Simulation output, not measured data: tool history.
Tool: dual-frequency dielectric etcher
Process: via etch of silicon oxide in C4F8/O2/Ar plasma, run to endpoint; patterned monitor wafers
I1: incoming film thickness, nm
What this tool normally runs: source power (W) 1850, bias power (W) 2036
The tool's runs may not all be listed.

run 1 day=0 | source_power_(W)=1850 bias_power_(W)=2236 | I1=1647.2 | endpoint_time_(s)=323.1
run 2 day=2.229 | source_power_(W)=1850 bias_power_(W)=2036 | I1=1658.1 | endpoint_time_(s)=333.1
run 3 day=5.988 | source_power_(W)=1850 bias_power_(W)=2036 | I1=1620.8 | endpoint_time_(s)=328.9
-- day=9.838 wet clean of the chamber
run 4 day=9.858 | source_power_(W)=1850 bias_power_(W)=2036 | I1=1653.1 | endpoint_time_(s)=318.8
run 5 day=11.625 | source_power_(W)=1850 bias_power_(W)=2036 | I1=1663.9 | endpoint_time_(s)=326.7
run 6 day=13.175 | source_power_(W)=1850 bias_power_(W)=1799 | I1=1629.2 | endpoint_time_(s)=328.8
run 7 day=17.2 | source_power_(W)=1850 bias_power_(W)=1799 | I1=1656.8 | endpoint_time_(s)=342.3
-- day=20.25 bias power generator calibrated
-- day=20.712 upper electrode replaced
-- day=20.867 source power generator calibrated
run 8 day=20.888 | source_power_(W)=1850 bias_power_(W)=1799 | I1=1660.2 | endpoint_time_(s)=345.1
run 9 day=22.783 | source_power_(W)=1850 bias_power_(W)=2036 | I1=1636.5 | endpoint_time_(s)=327.3
run 10 day=24.346 | source_power_(W)=1850 bias_power_(W)=2036 | I1=1658.7 | endpoint_time_(s)=333
run 11 day=26.317 | source_power_(W)=2210 bias_power_(W)=1805 | I1=1645.7 | endpoint_time_(s)=322.2
-- day=28.358 wet clean of the chamber
run 12 day=29.079 | source_power_(W)=1850 bias_power_(W)=2036 | I1=1654.8 | endpoint_time_(s)=319.7
run 13 day=31.529 | source_power_(W)=2070 bias_power_(W)=1872 | I1=1645 | endpoint_time_(s)=312.3
run 14 day=33.546 | source_power_(W)=1850 bias_power_(W)=2036 | I1=1659.3 | endpoint_time_(s)=325.5
run 15 day=36.725 | source_power_(W)=1850 bias_power_(W)=2036 | I1=1647.9 | endpoint_time_(s)=324.5
run 16 day=39.7 | source_power_(W)=1850 bias_power_(W)=2036 | I1=1627.4 | endpoint_time_(s)=323.3
run 17 day=44.429 | source_power_(W)=1850 bias_power_(W)=1851 | I1=1642.1 | endpoint_time_(s)=339.3
-- day=47.879 wet clean of the chamber
run 18 day=48.112 | source_power_(W)=2200 bias_power_(W)=1712 | I1=1636 | endpoint_time_(s)=313.7
run 19 day=52.146 | source_power_(W)=1550 bias_power_(W)=2485 | I1=1653.8 | endpoint_time_(s)=325.8
run 20 day=54.146 | source_power_(W)=1730 bias_power_(W)=1633 | I1=1656.9 | endpoint_time_(s)=360.3
run 21 day=57.25 | source_power_(W)=2070 bias_power_(W)=1788 | I1=1648.6 | endpoint_time_(s)=327.5

What if the next run were any one of these 3? Each begins from the tool's condition after run 21:
run A day=57.271 | source_power_(W)=2100 bias_power_(W)=2036 | I1=1652.4 | endpoint_time_(s)=?
run B day=57.271 | source_power_(W)=1530 bias_power_(W)=2357 | I1=1652.4 | endpoint_time_(s)=?
run C day=57.271 | source_power_(W)=2000 bias_power_(W)=2251 | I1=1652.4 | endpoint_time_(s)=?

run=A endpoint_time_(s)=310.7
run=B endpoint_time_(s)=336.5
run=C endpoint_time_(s)=307.4
Without the tool's unlogged condition, the same runs would have read:
run=A endpoint_time_(s)=300.4
run=B endpoint_time_(s)=325.5
run=C endpoint_time_(s)=297.3

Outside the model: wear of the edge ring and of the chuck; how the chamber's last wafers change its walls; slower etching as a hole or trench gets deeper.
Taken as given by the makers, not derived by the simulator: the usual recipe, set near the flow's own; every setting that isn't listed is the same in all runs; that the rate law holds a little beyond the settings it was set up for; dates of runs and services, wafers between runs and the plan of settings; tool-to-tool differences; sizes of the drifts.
